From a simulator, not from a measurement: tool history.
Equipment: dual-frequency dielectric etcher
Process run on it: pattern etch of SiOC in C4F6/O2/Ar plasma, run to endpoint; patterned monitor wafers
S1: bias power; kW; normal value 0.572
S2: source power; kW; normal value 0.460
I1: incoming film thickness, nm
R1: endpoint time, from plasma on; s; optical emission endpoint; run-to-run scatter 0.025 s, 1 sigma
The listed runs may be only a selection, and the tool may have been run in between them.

run     day     S1     S2     I1   R1
  1   0.000  0.628  0.490  27.26  7.4
      1.512  -- wet clean of the chamber
  2   2.325  0.628  0.490  27.24  7.2
  3   4.917  0.601  0.460  26.97  7.4
  4   7.233  0.572  0.460  27.43  7.7
  5   8.917  0.572  0.460  27.31  7.7
  6  10.229  0.572  0.460  27.25  7.7
  7  11.904  0.572  0.460  27.23  7.7
     12.962  -- bias power generator calibrated
     13.250  -- source power generator calibrated
  8  14.017  0.572  0.460  27.15  7.7
     15.304  -- upper electrode replaced
  9  15.408  0.572  0.460  27.55  7.9
     17.121  -- wet clean of the chamber
 10  17.142  0.572  0.460  27.16  7.9
 11  19.662  0.609  0.540  27.14  7.5
 12  21.846  0.572  0.560  27.29  7.7
 13  24.621  0.462  0.500  27.09  8.6
     26.050  -- wet clean of the chamber, repeated, since the last time left the tool worse
 14  26.842  0.430  0.340  27.12  9.1
 15  29.600  0.572  0.460  27.34  7.7
 16  32.100  0.683  0.460  27.05  7.1
 17  34.942  0.455  0.410  26.94  8.6
 18  37.588  0.673  0.570  27.01  6.8

Subtracting, for every run, the result it would have given without the tool's unlogged condition from the measured result gives the following. The same run-to-run variation enters both numbers; the gauge's scatter may not:
What the log doesn't record here: etch rate over this chamber's usual, %; bias power that arrives over what is set, %; source power that arrives over what is set, %.
run    R1
  1  +0.2
  2  +0.0
  3  +0.0
  4  +0.0
  5  +0.1
  6  +0.1
  7  +0.1
  8  +0.1
  9  +0.2
 10  +0.4
 11  +0.5
 12  +0.4
 13  +0.6
 14  +0.0
 15  +0.1
 16  +0.1
 17  +0.1
 18  +0.1

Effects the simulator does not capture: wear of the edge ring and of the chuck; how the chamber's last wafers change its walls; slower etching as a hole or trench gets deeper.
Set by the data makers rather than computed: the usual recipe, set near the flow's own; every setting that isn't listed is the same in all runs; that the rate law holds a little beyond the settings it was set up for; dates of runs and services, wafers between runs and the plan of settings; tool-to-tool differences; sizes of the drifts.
